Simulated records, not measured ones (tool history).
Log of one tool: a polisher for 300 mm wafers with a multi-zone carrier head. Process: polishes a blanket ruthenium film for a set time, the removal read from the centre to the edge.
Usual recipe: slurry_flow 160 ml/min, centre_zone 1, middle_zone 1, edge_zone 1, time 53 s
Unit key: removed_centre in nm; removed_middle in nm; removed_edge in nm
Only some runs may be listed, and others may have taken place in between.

| run | hour | slurry_flow | centre_zone | middle_zone | edge_zone | time | wafers since the last listed run | wafers polished on this pad | hours since the slurry nozzle was cleaned | hours since the centre zone pressure was calibrated | hours since the edge zone pressure was calibrated | hours since the carrier head's membrane was replaced | incoming thickness of the incoming film, nm | removed_centre | removed_middle | removed_edge |
|---|---|---|---|---|---|---|---|---|---|---|---|---|---|---|---|---|
| 1 | 0 | 160 | 1 | 1 | 1 | 53 | 0 | 11 | 18 | 1245.4 | 938.7 | 1354.4 | 638.3 | 64.5 | 65.2 | 70 |
| 2 | 14.4 | 160 | 1 | 1 | 1 | 53 | 143 | 155 | 32.4 | 1259.8 | 953.1 | 1368.8 | 625.4 | 64.8 | 65.5 | 69.3 |
| 3 | 30.4 | 160 | 1 | 1 | 1 | 53 | 159 | 315 | 48.4 | 1275.8 | 969.1 | 1384.8 | 624.8 | 63.4 | 63 | 68.4 |
| 4 | 45 | 160 | 1 | 1 | 1.03 | 46 | 145 | 461 | 63 | 1290.4 | 983.7 | 1399.4 | 634.5 | 53.4 | 54.9 | 60.3 |
| 5 | 51.7 | 160 | 1 | 1 | 1 | 53 | 66 | 528 | 69.7 | 1297.1 | 990.4 | 1406.1 | 635.8 | 63.5 | 62.7 | 68.4 |
| 6 | 62.1 | 140 | 1 | 1.1 | 1 | 58 | 103 | 632 | 80.1 | 1307.5 | 1000.8 | 1416.5 | 627.5 | 61.6 | 69.4 | 72 |
| 7 | 71 | 160 | 1 | 1 | 1 | 43 | 88 | 721 | 89 | 1316.4 | 1009.7 | 1425.4 | 624.5 | 49.4 | 49 | 54.5 |
|  | 73.6 | slurry nozzle cleaned, repeated, since the last time left the tool worse |
| 8 | 84.9 | 160 | 1 | 1 | 1 | 53 | 128 | 850 | 11.3 | 1330.3 | 1023.6 | 1439.3 | 632 | 77.2 | 75 | 76.1 |
| 9 | 93.4 | 160 | 1 | 1 | 1 | 53 | 84 | 935 | 19.8 | 1338.8 | 1032.1 | 1447.8 | 626.5 | 75.8 | 74.3 | 76.3 |
|  | 108.7 | carrier head's membrane replaced by a new one |
| 10 | 109.2 | 160 | 1 | 1 | 1 | 53 | 107 | 1043 | 35.6 | 1354.6 | 1047.9 | 0.5 | 627.3 | 76.6 | 75.3 | 76.4 |
| 11 | 120.8 | 140 | 1.06 | 1 | 1 | 53 | 115 | 1159 | 47.2 | 1366.2 | 1059.5 | 12.1 | 625.1 | 76.5 | 71.8 | 75 |
|  | 131.2 | worn pad replaced by a new one |
| 12 | 131.7 | 160 | 1.08 | 1 | 1.06 | 62 | 68 | 4 | 58.1 | 1377.1 | 1070.4 | 23 | 637.4 | 90.8 | 85.9 | 91.2 |
| 13 | 141.4 | 145 | 1 | 1 | 1.04 | 53 | 96 | 101 | 67.8 | 1386.8 | 1080.1 | 32.7 | 632.4 | 72.6 | 71.6 | 76.8 |
|  | 143.6 | edge zone pressure recalibrated |
| 14 | 149.8 | 205 | 0.91 | 1.08 | 0.95 | 53 | 63 | 165 | 76.2 | 1395.2 | 6.2 | 41.1 | 632.4 | 72.4 | 82.3 | 77.1 |
| 15 | 163.5 | 160 | 1 | 1 | 1.05 | 53 | 136 | 302 | 89.9 | 1408.9 | 19.9 | 54.8 | 630.5 | 72.2 | 71.5 | 77.3 |
| 16 | 176.2 | 140 | 1 | 1 | 1 | 53 | 126 | 429 | 102.6 | 1421.6 | 32.6 | 67.5 | 628.3 | 71.1 | 70.2 | 74.1 |
|  | 182.2 | centre zone pressure recalibrated |
| 17 | 191.4 | 130 | 1.1 | 1 | 1.05 | 53 | 131 | 561 | 117.8 | 9.2 | 47.8 | 82.7 | 615.7 | 73.9 | 69.6 | 75.2 |
| 18 | 199.8 | 160 | 1 | 0.92 | 1 | 53 | 83 | 645 | 126.2 | 17.6 | 56.2 | 91.1 | 636.8 | 73.4 | 68.1 | 75.3 |
| 19 | 216.2 | 180 | 1.08 | 0.9 | 1 | 48 | 163 | 809 | 142.6 | 34 | 72.6 | 107.5 | 636 | 72.3 | 60.9 | 68.8 |
| 20 | 233.5 | 160 | 1 | 1 | 1 | 53 | 172 | 982 | 159.9 | 51.3 | 89.9 | 124.8 | 637.4 | 73.9 | 72.2 | 74.6 |
|  | 242.6 | worn pad replaced by a new one |
| 21 | 268.2 | 160 | 1 | 1 | 1 | 53 | 306 | 256 | 194.6 | 86 | 124.6 | 159.5 | 631.5 | 71.5 | 71.9 | 75 |
| 22 | 314 | 160 | 1 | 1 | 1.06 | 58 | 457 | 714 | 240.4 | 131.8 | 170.4 | 205.3 | 623.8 | 79.6 | 78 | 82.9 |
| 23 | 322.7 | 160 | 1 | 1 | 1 | 53 | 86 | 801 | 249.1 | 140.5 | 179.1 | 214 | 619.3 | 72.3 | 72.2 | 73.8 |

Predict each of these 3 candidate next runs independently; none follows another, all start after run 23:
| A | 323.1 | 160 | 1 | 1 | 1 | 53 | 3 | 805 | 249.5 | 140.9 | 179.5 | 214.4 | 624.1 | ? | ? | ? |
| B | 323.1 | 160 | 0.96 | 1 | 1 | 34 | 3 | 805 | 249.5 | 140.9 | 179.5 | 214.4 | 624.1 | ? | ? | ? |
| C | 323.1 | 180 | 1 | 0.9 | 1 | 47 | 3 | 805 | 249.5 | 140.9 | 179.5 | 214.4 | 624.1 | ? | ? | ? |

| run | removed_centre | removed_middle | removed_edge |
|---|---|---|---|
| A | 72.4 | 71 | 75.1 |
| B | 44.9 | 45.5 | 48.2 |
| C | 66 | 59.1 | 67.9 |
Without the tool's unlogged condition, the same runs would have read:
| run | removed_centre | removed_middle | removed_edge |
|---|---|---|---|
| A | 76.2 | 74.3 | 77.6 |
| B | 47.3 | 47.7 | 49.8 |
| C | 69.1 | 61.6 | 69.9 |

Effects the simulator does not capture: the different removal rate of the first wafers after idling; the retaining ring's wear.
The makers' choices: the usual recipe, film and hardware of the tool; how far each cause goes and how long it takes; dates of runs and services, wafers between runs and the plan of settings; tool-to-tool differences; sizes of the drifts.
